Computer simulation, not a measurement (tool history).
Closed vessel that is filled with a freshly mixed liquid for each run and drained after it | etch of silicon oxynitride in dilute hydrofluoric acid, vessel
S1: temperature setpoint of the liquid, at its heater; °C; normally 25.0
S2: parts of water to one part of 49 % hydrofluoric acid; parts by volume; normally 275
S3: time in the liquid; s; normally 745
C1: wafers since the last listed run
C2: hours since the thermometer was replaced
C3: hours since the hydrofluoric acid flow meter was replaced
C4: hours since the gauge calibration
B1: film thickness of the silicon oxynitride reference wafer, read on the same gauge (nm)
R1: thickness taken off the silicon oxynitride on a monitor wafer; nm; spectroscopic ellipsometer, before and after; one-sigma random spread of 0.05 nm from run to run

run	day	S1	S2	S3	C1	C2	C3	C4	B1	R1
1	0.000	25.0	275	745	0	1556.2	2026.8	58.7	130.02	12.69
2	0.429	25.0	275	745	440	1566.5	2037.1	69.0	130.02	12.58
3	0.792	25.0	195	745	371	1575.2	2045.8	77.7	130.00	18.84
4	1.388	25.0	195	745	611	1589.5	2060.1	92.0	130.00	18.82
5	1.862	25.0	195	745	487	1600.9	2071.5	103.4	129.99	18.86
6	2.246	25.0	275	640	393	1610.1	2080.7	112.6	130.00	10.86
7	2.879	25.0	275	745	649	1625.3	2095.9	127.8	130.02	12.66
8	3.392	22.5	275	745	525	1637.6	2108.2	140.1	130.00	11.38
9	3.646	25.0	275	745	260	1643.7	2114.3	146.2	130.00	12.67
10	4.317	25.0	275	745	688	1659.8	2130.4	162.3	130.01	12.65
11	5.012	25.0	275	745	713	1676.5	2147.1	179.0	130.01	12.70
12	5.488	25.0	275	745	487	1687.9	2158.5	190.4	130.01	12.65
13	7.579	25.0	275	745	2146	1738.1	2208.7	240.6	129.99	12.65
# day 7.638: thermometer replaced
14	8.033	25.0	275	1045	423	9.5	2219.6	251.5	130.01	17.99
15	8.596	26.5	275	900	577	23.0	2233.1	265.0	129.98	16.46
# day 8.612: gauge calibrated
16	9.121	21.5	180	480	538	35.6	2245.7	12.2	130.02	11.39
17	9.392	22.0	315	960	277	42.1	2252.2	18.7	130.02	12.28
# day 9.600: hydrofluoric acid flow meter replaced
18	9.867	25.0	335	745	444	53.5	6.4	30.1	129.99	8.72
19	10.288	25.0	320	745	431	63.6	16.5	40.2	130.00	9.30
20	10.888	25.0	275	745	615	78.0	30.9	54.6	129.99	11.18
21	11.533	25.0	275	745	662	93.5	46.4	70.1	130.03	11.08
22	12.025	25.0	310	495	504	105.3	58.2	81.9	130.00	6.47
23	12.604	29.0	345	950	594	119.2	72.1	95.8	130.00	12.72
24	13.333	26.5	140	745	748	136.7	89.6	113.3	130.00	25.90
25	13.762	25.0	275	745	440	147.0	99.9	123.6	130.00	11.12
26	14.375	26.5	275	745	628	161.7	114.6	138.3	130.02	11.88
27	14.658	25.0	275	745	290	168.5	121.4	145.1	129.98	11.20
28	15.275	25.0	275	1160	632	183.3	136.2	159.9	129.99	17.61
29	15.642	25.0	275	745	376	192.1	145.0	168.7	130.00	11.21

For each run, what was the tool's unlogged condition?
liquid hotter than its thermometer reads (K): 0 on each run
gauge reads high (%): 0 on each run
H1: hydrofluoric acid flow above the setpoint (%)
run	H1
1	13
2	13
3	13.1
4	13.1
5	13.2
6	13.3
7	13.3
8	13.4
9	13.5
10	13.5
11	13.6
12	13.7
13	14
14	14
15	14.1
16	14.2
17	14.2
18	1.7
19	1.76
20	1.84
21	1.93
22	2
23	2.08
24	2.17
25	2.23
26	2.32
27	2.35
28	2.44
29	2.49
